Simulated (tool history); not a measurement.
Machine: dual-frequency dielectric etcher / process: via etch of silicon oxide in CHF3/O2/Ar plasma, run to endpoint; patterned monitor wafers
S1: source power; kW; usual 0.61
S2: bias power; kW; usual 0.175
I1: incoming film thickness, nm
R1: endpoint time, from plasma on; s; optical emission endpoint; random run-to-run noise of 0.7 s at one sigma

Run 1, hour 0: usual settings; I1 429.1. Result: R1 234.5 s.
Run 2, hour 22.8: usual settings but S2 0.208 kW; I1 427.7. Result: R1 220.7 s.
Run 3, hour 35.5: usual settings but S2 0.208 kW; I1 427.1. Result: R1 221.2 s.
Run 4, hour 67.8: usual settings but S2 0.208 kW; I1 427.9. Result: R1 220.7 s.
Run 5, hour 80.1: usual settings; I1 426.8. Result: R1 233.9 s.
Run 6, hour 109.9: usual settings but S2 0.203 kW; I1 429.7. Result: R1 224.7 s.
Run 7, hour 138.9: usual settings but S2 0.203 kW; I1 429.8. Result: R1 225.6 s.
Run 8, hour 163.8: usual settings; I1 433.6. Result: R1 240.4 s.
Run 9, hour 195.8: usual settings; I1 426.9. Result: R1 237.3 s.
Run 10, hour 211.7: usual settings; I1 427.3. Result: R1 236.6 s.
Run 11, hour 289.2: usual settings; I1 430.9. Result: R1 233.4 s.
Run 12, hour 300.8: usual settings; I1 435.7. Result: R1 235.4 s.
Run 13, hour 314.7: usual settings; I1 426. Result: R1 230.7 s.
Run 14, hour 338.8: usual settings; I1 429.3. Result: R1 232 s.
Run 15, hour 360: usual settings but S1 0.5 kW, S2 0.15 kW; I1 428.3. Result: R1 266.5 s.
Run 16, hour 386.7: usual settings but S1 0.69 kW, S2 0.137 kW; I1 427.5. Result: R1 238.2 s.
Run 17, hour 407: usual settings but S1 0.54 kW, S2 0.15 kW; I1 426.6. Result: R1 258.4 s.
Run 18, hour 443.4: usual settings; I1 427.7. Result: R1 234.6 s.
Run 19, hour 443.8: usual settings but S1 0.52 kW, S2 0.193 kW; I1 430.6. Result: R1 242.9 s.
Run 20, hour 460: usual settings but S2 0.214 kW; I1 429.1. Result: R1 219.7 s.
Run 21, hour 472.4: usual settings but S1 0.67 kW, S2 0.147 kW; I1 425.2. Result: R1 235.8 s.
Run 22, hour 506.5: usual settings but S1 0.67 kW, S2 0.138 kW; I1 429.6. Result: R1 243.4 s.
Run 23, hour 536.7: usual settings but S1 0.7 kW, S2 0.215 kW; I1 431.8. Result: R1 208.1 s.
Run 24, hour 550.5: usual settings but S1 0.65 kW, S2 0.146 kW; I1 423.3. Result: R1 238 s.
Run 25, hour 563.3: usual settings; I1 429.7. Result: R1 236.9 s.
Run 26, hour 576.2: usual settings but S1 0.71 kW, S2 0.204 kW; I1 428.8. Result: R1 209.9 s.
Run 27, hour 602.8: usual settings but S2 0.203 kW; I1 432.4. Result: R1 226.8 s.
Run 28, hour 638: usual settings but S1 0.48 kW, S2 0.148 kW; I1 430. Result: R1 280.4 s.
Run 29, hour 664.2: usual settings but S2 0.148 kW; I1 431.9. Result: R1 252.1 s.
Run 30, hour 690.1: usual settings but S1 0.66 kW, S2 0.19 kW; I1 429.7. Result: R1 223.2 s.
Run 31, hour 708.1: usual settings but S1 0.54 kW, S2 0.133 kW; I1 427.1. Result: R1 272.2 s.
Run 32, hour 734.3: usual settings but S1 0.65 kW, S2 0.16 kW; I1 429.4. Result: R1 237.6 s.
Run 33, hour 788.3: usual settings but S1 0.53 kW, S2 0.213 kW; I1 432.5. Result: R1 233.2 s.
Run 34, hour 818.5: usual settings; I1 427.9. Result: R1 232.1 s.
Run 35, hour 831.7: usual settings but S1 0.67 kW, S2 0.196 kW; I1 430.7. Result: R1 216.9 s.

Missing from the log above: 5 entries noted between runs. For each, name the pair of listed runs it sits between and say how the tool's hidden condition differs from the listed run just before to the listed run just after:
Runs 10 to 11: wet clean of the chamber (hour 288.7)
  etch rate over this chamber's usual, %: -1.98 -> 0.022
  measured minus no-state result, R1: +4.7 -> -0.1 s
Runs 17 to 18: upper electrode replaced (hour 442.9)
  etch rate over this chamber's usual, %: -0.581 -> -0.767
  measured minus no-state result, R1: +1.5 -> +1.8 s
Runs 22 to 23: bias power generator calibrated (hour 536.2)
  etch rate over this chamber's usual, %: -1.09 -> -1.25
  measured minus no-state result, R1: +2.6 -> +2.6 s
Runs 25 to 26: source power generator calibrated (hour 574.4)
  etch rate over this chamber's usual, %: -1.38 -> -1.45
  measured minus no-state result, R1: +3.3 -> +3 s
Runs 32 to 33: wet clean of the chamber (hour 787.8)
  etch rate over this chamber's usual, %: -2.26 -> -0.101
  measured minus no-state result, R1: +5.4 -> +0.3 s
